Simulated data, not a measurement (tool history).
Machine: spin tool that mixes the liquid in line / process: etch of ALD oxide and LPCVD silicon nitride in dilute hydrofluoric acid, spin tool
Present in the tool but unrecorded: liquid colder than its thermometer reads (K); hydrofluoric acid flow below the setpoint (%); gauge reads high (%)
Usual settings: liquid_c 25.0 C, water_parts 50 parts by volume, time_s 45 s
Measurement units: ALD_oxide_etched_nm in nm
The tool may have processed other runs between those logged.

| run | day | liquid_c | water_parts | time_s | wafers since the last listed run | hours since the thermometer was replaced | hours since the hydrofluoric acid flow meter was replaced | hours since the gauge calibration | read-back film thickness of the ALD oxide reference wafer, read on the same gauge (nm) | ALD_oxide_etched_nm |
|---|---|---|---|---|---|---|---|---|---|---|
| 1 | 0.000 | 25.0 | 50 | 45 | 0 | 1785.7 | 1004.9 | 529.3 | 129.21 | 14.18 |
| 2 | 2.238 | 25.0 | 50 | 45 | 693 | 1839.4 | 1058.6 | 583.0 | 128.96 | 14.18 |
| 3 | 5.804 | 21.5 | 60 | 45 | 1105 | 1925.0 | 1144.2 | 668.6 | 128.51 | 10.08 |
| 4 | 9.012 | 25.0 | 50 | 40 | 994 | 2002.0 | 1221.2 | 745.6 | 128.05 | 12.56 |
| 5 | 11.475 | 25.0 | 50 | 40 | 763 | 2061.1 | 1280.3 | 804.7 | 127.66 | 12.58 |
| 6 | 14.504 | 25.0 | 50 | 40 | 938 | 2133.8 | 1353.0 | 877.4 | 127.15 | 12.57 |
| 7 | 17.000 | 25.0 | 50 | 45 | 773 | 2193.7 | 1412.9 | 937.3 | 126.70 | 14.11 |
|  | 20.838 | gauge calibrated |
| 8 | 22.150 | 25.0 | 50 | 45 | 1596 | 2317.3 | 1536.5 | 31.5 | 129.55 | 14.30 |
| 9 | 25.988 | 25.0 | 50 | 45 | 1189 | 2409.4 | 1628.6 | 123.6 | 129.48 | 14.18 |
|  | 26.650 | hydrofluoric acid flow meter replaced |
| 10 | 29.358 | 25.0 | 50 | 45 | 1031 | 2490.3 | 65.0 | 204.5 | 129.36 | 14.39 |
| 11 | 30.933 | 25.0 | 40 | 45 | 488 | 2528.1 | 102.8 | 242.3 | 129.31 | 18.00 |
| 12 | 34.783 | 25.0 | 55 | 45 | 1193 | 2620.5 | 195.2 | 334.7 | 129.09 | 12.98 |
| 13 | 37.583 | 25.0 | 55 | 45 | 867 | 2687.7 | 262.4 | 401.9 | 128.87 | 12.82 |
| 14 | 40.721 | 20.0 | 50 | 60 | 972 | 2763.0 | 337.7 | 477.2 | 128.59 | 15.18 |
| 15 | 43.312 | 25.0 | 50 | 30 | 803 | 2825.2 | 399.9 | 539.4 | 128.31 | 9.52 |
|  | 43.721 | thermometer replaced |
| 16 | 46.000 | 27.5 | 40 | 30 | 820 | 54.7 | 464.4 | 603.9 | 128.02 | 13.24 |

Predict the results of run 17:
| 17 | 56.900 | 25.0 | 50 | 45 | 3378 | 316.3 | 726.0 | 865.5 | ? | ? |

{"run 17": {"read-back film thickness of the ALD oxide reference wafer, read on the same gauge (nm)": 126.38, "ALD_oxide_etched_nm": 13.96}}
Had the tool carried no hidden state, the very same run would have given ALD_oxide_etched_nm 14.36 nm.
